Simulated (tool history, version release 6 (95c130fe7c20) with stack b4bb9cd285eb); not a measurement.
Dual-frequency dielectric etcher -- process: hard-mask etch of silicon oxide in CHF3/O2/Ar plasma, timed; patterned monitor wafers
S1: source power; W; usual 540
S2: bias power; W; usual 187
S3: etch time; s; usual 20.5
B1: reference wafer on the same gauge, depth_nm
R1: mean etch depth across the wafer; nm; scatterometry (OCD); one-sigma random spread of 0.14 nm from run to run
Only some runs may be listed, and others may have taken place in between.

| run | hour | S1 | S2 | S3 | B1 | R1 |
|---|---|---|---|---|---|---|
| 1 | 0.0 | 540 | 187 | 20.5 | 33.72 | 37.74 |
| 2 | 46.2 | 580 | 187 | 20.5 | 33.82 | 38.84 |
| 3 | 150.5 | 540 | 187 | 23.5 | 33.71 | 42.97 |
| 4 | 186.8 | 460 | 187 | 20.5 | 33.62 | 35.18 |
| 5 | 257.1 | 460 | 187 | 20.5 | 33.51 | 35.17 |
| 6 | 357.6 | 540 | 159 | 20.5 | 33.46 | 34.36 |
| 7 | 427.8 | 540 | 159 | 20.5 | 33.45 | 34.10 |
|  | 524.8 | wet clean of the chamber |
| 8 | 525.3 | 540 | 187 | 20.5 | 33.38 | 37.10 |
| 9 | 674.8 | 540 | 187 | 20.5 | 33.26 | 37.07 |
|  | 735.1 | upper electrode replaced |
| 10 | 750.2 | 540 | 187 | 20.5 | 33.17 | 36.91 |
| 11 | 787.7 | 540 | 187 | 16.0 | 33.14 | 28.91 |
|  | 813.3 | bias power generator calibrated |
| 12 | 842.3 | 540 | 187 | 16.0 | 33.11 | 28.92 |
| 13 | 896.6 | 540 | 187 | 16.0 | 33.08 | 28.71 |
| 14 | 993.0 | 540 | 187 | 20.5 | 33.02 | 36.67 |
|  | 1099.4 | wet clean of the chamber |
| 15 | 1099.9 | 460 | 187 | 20.5 | 32.92 | 34.47 |
|  | 1106.7 | source power generator calibrated |
|  | 1112.1 | gauge calibrated |
| 16 | 1178.4 | 620 | 155 | 20.5 | 34.04 | 36.08 |
| 17 | 1240.6 | 670 | 187 | 16.5 | 34.04 | 33.27 |
| 18 | 1331.8 | 460 | 162 | 20.5 | 33.93 | 32.72 |
| 19 | 1414.0 | 540 | 187 | 20.5 | 33.93 | 37.56 |
| 20 | 1470.3 | 580 | 213 | 22.5 | 33.88 | 45.38 |
| 21 | 1564.9 | 540 | 187 | 20.5 | 33.73 | 37.92 |
| 22 | 1629.2 | 490 | 140 | 17.0 | 33.70 | 25.55 |
|  | 1654.4 | wet clean of the chamber |
| 23 | 1730.8 | 540 | 141 | 20.5 | 33.69 | 31.86 |
| 24 | 1771.5 | 540 | 187 | 20.5 | 33.60 | 37.30 |
| 25 | 1840.1 | 590 | 187 | 20.5 | 33.55 | 38.77 |
| 26 | 1946.0 | 540 | 162 | 15.5 | 33.48 | 25.99 |
| 27 | 2008.2 | 540 | 152 | 20.5 | 33.46 | 33.14 |
| 28 | 2076.1 | 540 | 207 | 20.5 | 33.37 | 39.38 |
| 29 | 2140.1 | 470 | 187 | 20.5 | 33.31 | 35.21 |
|  | 2196.4 | wet clean of the chamber |
| 30 | 2196.9 | 650 | 159 | 18.5 | 33.26 | 33.06 |

Branching from run 30: 3 alternative next runs. What would each branch give?
| A | 2197.3 | 540 | 187 | 22.5 | ? | ? |
| B | 2197.3 | 490 | 187 | 20.5 | ? | ? |
| C | 2197.3 | 410 | 228 | 20.5 | ? | ? |

| run | B1 | R1 |
|---|---|---|
| A | 33.28 | 40.69 |
| B | 33.28 | 35.68 |
| C | 33.28 | 37.03 |
What these runs would have given with no unlogged condition in the tool:
| run | R1 |
|---|---|
| A | 41.45 |
| B | 36.36 |
| C | 37.73 |
